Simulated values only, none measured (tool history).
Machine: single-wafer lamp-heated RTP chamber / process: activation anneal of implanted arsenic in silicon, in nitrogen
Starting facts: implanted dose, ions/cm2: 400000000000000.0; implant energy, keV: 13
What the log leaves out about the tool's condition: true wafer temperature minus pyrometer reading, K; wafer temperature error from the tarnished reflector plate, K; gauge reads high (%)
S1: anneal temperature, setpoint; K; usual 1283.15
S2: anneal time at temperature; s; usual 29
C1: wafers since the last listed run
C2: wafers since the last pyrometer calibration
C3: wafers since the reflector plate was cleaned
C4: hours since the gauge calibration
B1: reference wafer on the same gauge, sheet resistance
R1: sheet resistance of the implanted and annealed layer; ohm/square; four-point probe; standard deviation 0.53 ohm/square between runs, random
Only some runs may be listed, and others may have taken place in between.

run 1 day=0 | S1=1283.15 S2=29 | C1=0 C2=1977 C3=6266 C4=453.8 | B1=203.05 | R1=245.99
run 2 day=1.379 | S1=1283.15 S2=29 | C1=375 C2=2353 C3=6642 C4=486.9 | B1=202.99 | R1=245.86
run 3 day=2.088 | S1=1283.15 S2=29 | C1=192 C2=2546 C3=6835 C4=503.9 | B1=203 | R1=245.5
-- day=3.012 pyrometer window cleaned and pyrometer calibrated
run 4 day=3.242 | S1=1283.15 S2=29 | C1=223 C2=62 C3=7058 C4=531.6 | B1=202.82 | R1=248.2
run 5 day=4.433 | S1=1283.15 S2=29 | C1=324 C2=386 C3=7383 C4=560.2 | B1=202.94 | R1=247.96
run 6 day=4.933 | S1=1283.15 S2=35 | C1=136 C2=522 C3=7519 C4=572.2 | B1=202.92 | R1=246.83
run 7 day=6.125 | S1=1283.15 S2=35 | C1=324 C2=847 C3=7844 C4=600.8 | B1=202.97 | R1=245.83
run 8 day=6.892 | S1=1283.15 S2=15 | C1=208 C2=1056 C3=8053 C4=619.2 | B1=202.91 | R1=252.7
run 9 day=8.329 | S1=1283.15 S2=15 | C1=391 C2=1448 C3=8444 C4=653.7 | B1=203.1 | R1=253.43
run 10 day=9.633 | S1=1283.15 S2=29 | C1=355 C2=1803 C3=8799 C4=685 | B1=203.06 | R1=246.45
run 11 day=11.058 | S1=1283.15 S2=29 | C1=388 C2=2191 C3=9188 C4=719.2 | B1=203 | R1=245.81
run 12 day=11.617 | S1=1283.15 S2=29 | C1=152 C2=2343 C3=9340 C4=732.6 | B1=202.91 | R1=245.89
-- day=12.129 pyrometer window cleaned and pyrometer calibrated
run 13 day=12.571 | S1=1283.15 S2=25 | C1=169 C2=120 C3=9509 C4=755.5 | B1=203.06 | R1=249.96
run 14 day=13.183 | S1=1283.15 S2=29 | C1=166 C2=287 C3=9676 C4=770.2 | B1=203.04 | R1=248.39
run 15 day=13.908 | S1=1283.15 S2=29 | C1=197 C2=484 C3=9873 C4=787.6 | B1=202.93 | R1=247.55
-- day=14.692 gauge calibrated
run 16 day=15.175 | S1=1291.15 S2=29 | C1=345 C2=829 C3=10218 C4=11.6 | B1=203.02 | R1=245.4
run 17 day=18.275 | S1=1283.15 S2=29 | C1=844 C2=1674 C3=11063 C4=86 | B1=203.18 | R1=245.72
run 18 day=19.612 | S1=1283.15 S2=29 | C1=364 C2=2038 C3=11427 C4=118.1 | B1=203.07 | R1=246.53
-- day=20.371 pyrometer window cleaned and pyrometer calibrated
run 19 day=21.079 | S1=1266.15 S2=12 | C1=308 C2=193 C3=11736 C4=153.3 | B1=203.1 | R1=255.8
run 20 day=21.708 | S1=1305.15 S2=29 | C1=171 C2=364 C3=11908 C4=168.4 | B1=202.96 | R1=242.68
run 21 day=22.8 | S1=1292.15 S2=36 | C1=297 C2=662 C3=12205 C4=194.6 | B1=202.92 | R1=243.44
run 22 day=23.458 | S1=1258.15 S2=38 | C1=179 C2=841 C3=12384 C4=210.4 | B1=202.98 | R1=250.25
run 23 day=24.15 | S1=1309.15 S2=23 | C1=188 C2=1030 C3=12573 C4=227 | B1=203 | R1=243.04
run 24 day=25.458 | S1=1283.15 S2=29 | C1=356 C2=1386 C3=12929 C4=258.4 | B1=203.05 | R1=246.58
-- day=26.033 reflector plate cleaned
run 25 day=26.233 | S1=1298.15 S2=14 | C1=120 C2=1506 C3=54 C4=277 | B1=203.15 | R1=249.85
run 26 day=29.512 | S1=1261.15 S2=35 | C1=893 C2=2400 C3=948 C4=355.7 | B1=202.96 | R1=249.88
-- day=30.779 pyrometer window cleaned and pyrometer calibrated
run 27 day=30.871 | S1=1313.15 S2=23 | C1=279 C2=25 C3=1227 C4=388.3 | B1=203.01 | R1=242.81
run 28 day=31.5 | S1=1274.15 S2=29 | C1=171 C2=196 C3=1398 C4=403.4 | B1=202.94 | R1=249.64
run 29 day=32.346 | S1=1256.15 S2=24 | C1=230 C2=427 C3=1629 C4=423.7 | B1=202.89 | R1=254.3
run 30 day=33.258 | S1=1309.15 S2=23 | C1=248 C2=675 C3=1877 C4=445.6 | B1=202.95 | R1=243.88
run 31 day=34.062 | S1=1313.15 S2=36 | C1=219 C2=895 C3=2096 C4=464.9 | B1=203.2 | R1=236.37
run 32 day=34.629 | S1=1258.15 S2=34 | C1=154 C2=1049 C3=2251 C4=478.5 | B1=203.02 | R1=250.48

Below are 4 alternative next runs, each starting from the tool's condition after run 32. Predict each:
run A day=34.646 | S1=1283.15 S2=21 | C1=4 C2=1053 C3=2255 C4=478.9 | B1=? | R1=?
run B day=34.646 | S1=1310.15 S2=41 | C1=4 C2=1053 C3=2255 C4=478.9 | B1=? | R1=?
run C day=34.646 | S1=1259.15 S2=29 | C1=4 C2=1053 C3=2255 C4=478.9 | B1=? | R1=?
run D day=34.646 | S1=1299.15 S2=22 | C1=4 C2=1053 C3=2255 C4=478.9 | B1=? | R1=?

run=A B1=202.98 R1=250.92
run=B B1=202.98 R1=236.55
run=C B1=202.98 R1=252.45
run=D B1=202.98 R1=247.03
With no hidden state in the tool, these same runs would have given:
run=A R1=252.18
run=B R1=238.72
run=C R1=253.45
run=D R1=248.67
